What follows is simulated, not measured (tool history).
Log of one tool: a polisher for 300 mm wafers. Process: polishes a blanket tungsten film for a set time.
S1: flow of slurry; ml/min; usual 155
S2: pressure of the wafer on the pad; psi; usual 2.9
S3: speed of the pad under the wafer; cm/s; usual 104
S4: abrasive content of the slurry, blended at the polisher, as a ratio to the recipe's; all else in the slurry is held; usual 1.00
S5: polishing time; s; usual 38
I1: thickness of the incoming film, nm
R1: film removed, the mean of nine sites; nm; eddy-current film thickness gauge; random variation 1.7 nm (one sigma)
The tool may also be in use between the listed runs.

run	hour	S1	S2	S3	S4	S5	I1	R1
1	0.0	140	2.9	104	1.00	38	1484.6	129.4
# hour 16.0: slurry tank refilled with fresh slurry and peroxide
2	75.0	140	2.9	104	1.00	38	1481.8	126.6
3	135.1	140	2.9	104	1.00	38	1470.3	121.6
# hour 195.2: slurry blender recalibrated
# hour 215.4: slurry nozzle cleaned
4	235.7	155	2.9	104	1.00	41	1466.5	128.4
# hour 285.8: worn pad replaced by a new one
5	333.4	155	2.9	104	1.00	41	1499.0	146.1
6	372.9	155	2.9	104	1.00	41	1492.5	144.0
# hour 422.4: slurry tank refilled with fresh slurry and peroxide
7	422.7	155	2.9	104	1.00	38	1487.4	131.1
8	486.6	155	2.9	104	1.00	38	1480.3	127.9
9	588.6	155	2.9	104	1.00	38	1476.3	124.8
10	630.7	155	2.9	104	1.00	38	1464.0	122.4
# hour 635.3: slurry blender recalibrated
# hour 676.8: slurry nozzle cleaned
# hour 694.1: worn pad replaced by a new one
11	694.6	155	2.9	130	1.00	38	1485.7	165.2
12	739.6	155	2.9	104	1.15	38	1478.1	135.4
13	838.6	155	2.9	104	1.15	38	1504.0	135.1
# hour 843.3: slurry tank refilled with fresh slurry and peroxide
14	937.8	155	2.9	80	1.00	38	1473.4	97.7
# hour 984.4: head pressure recalibrated
15	984.9	155	2.9	104	1.00	33	1478.8	108.4
16	1049.7	175	2.9	74	1.00	26	1471.2	60.5
# hour 1059.2: slurry blender recalibrated
# hour 1076.0: slurry nozzle cleaned
# hour 1109.9: worn pad replaced by a new one
17	1138.2	155	2.9	104	1.00	38	1462.8	133.5
18	1186.3	115	2.9	78	1.10	38	1472.0	96.6
# hour 1194.3: slurry tank refilled with fresh slurry and peroxide
19	1282.0	155	2.9	104	1.00	38	1473.5	129.7
20	1336.6	200	2.9	136	1.00	38	1478.8	178.1
# hour 1491.2: worn pad replaced by a new one
21	1494.7	155	2.9	104	1.00	38	1483.4	133.7
# hour 1509.4: slurry blender recalibrated
# hour 1540.3: slurry nozzle cleaned
22	1555.4	155	2.9	136	1.00	38	1464.4	177.2
# hour 1624.4: slurry tank refilled with fresh slurry and peroxide
23	1624.9	155	2.9	104	1.00	38	1481.9	132.1

Forecast run 24:
24	1707.7	170	2.9	104	1.10	27	1466.8	?

R1: 97.5 nm
Without the tool's hidden state the same run would have given R1 100.9 nm.
